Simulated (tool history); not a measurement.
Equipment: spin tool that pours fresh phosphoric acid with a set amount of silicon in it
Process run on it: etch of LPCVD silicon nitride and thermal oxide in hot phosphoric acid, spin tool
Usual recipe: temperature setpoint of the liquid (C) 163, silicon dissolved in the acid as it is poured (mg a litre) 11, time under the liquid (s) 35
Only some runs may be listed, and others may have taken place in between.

run	hour	temperature setpoint of the liquid (C)	silicon dissolved in the acid as it is poured (mg a litre)	time under the liquid (s)	read-back film thickness of the LPCVD silicon nitride reference wafer, read on the same gauge (nm)	thickness taken off the LPCVD silicon nitride on a monitor wafer (angstrom)
1	0	163	11	35	80.018	36.01
2	62.1	162	11	35	80.006	34.46
3	101.4	162	11	35	80.012	34.38
4	156	162	11	35	79.987	34.27
5	219.6	164.5	11	45	80.012	47.85
6	270.3	164.5	11	45	79.999	48.4
# hour 275.9: dissolved silicon flow meter replaced
# hour 300.9: heated supply line repaired
7	316.2	164.5	11	45	79.998	48.51
# hour 337.8: thermometer replaced
8	366.3	163	11	35	80.033	37.8
9	410.3	163	4	35	80.003	37.63
10	442.7	161.5	11	35	80.006	35.47
# hour 458.4: gauge calibrated
11	473.5	163	11	35	80.008	37.46
12	503.2	163	11	35	80.027	37.91
13	537.6	164.5	15.5	45	80.033	51.37
14	607.6	160	11	25	79.999	23.9
15	674.9	164	15.5	15	80.004	16.68
16	720.6	161.5	3.5	35	80.007	35.75
17	787.1	163	19	35	80.017	37.33
18	817.1	162	6.5	50	80.009	51.57
19	856.3	160.5	11	35	79.99	33.59
20	917.5	160	11	35	79.982	33.91
21	987.9	163	11	35	80.016	36.67
22	1033	163	14.5	35	80.007	37.43
23	1067.3	164.5	13.5	45	80.023	49.45

List, for all runs, the conditions of the tool that the log does not record:
dissolved silicon flow above the setpoint (%): 0, the same for each run
temperature lost on the way to the wafer (K): 0, the same for each run
gauge reads high (%): 0, the same for each run
H1: liquid colder than its thermometer reads (K)
run	H1
1	1.84
2	1.89
3	1.93
4	1.97
5	2.03
6	2.07
7	2.11
8	0.367
9	0.405
10	0.432
11	0.458
12	0.484
13	0.513
14	0.572
15	0.629
16	0.668
17	0.725
18	0.75
19	0.783
20	0.835
21	0.895
22	0.933
23	0.962

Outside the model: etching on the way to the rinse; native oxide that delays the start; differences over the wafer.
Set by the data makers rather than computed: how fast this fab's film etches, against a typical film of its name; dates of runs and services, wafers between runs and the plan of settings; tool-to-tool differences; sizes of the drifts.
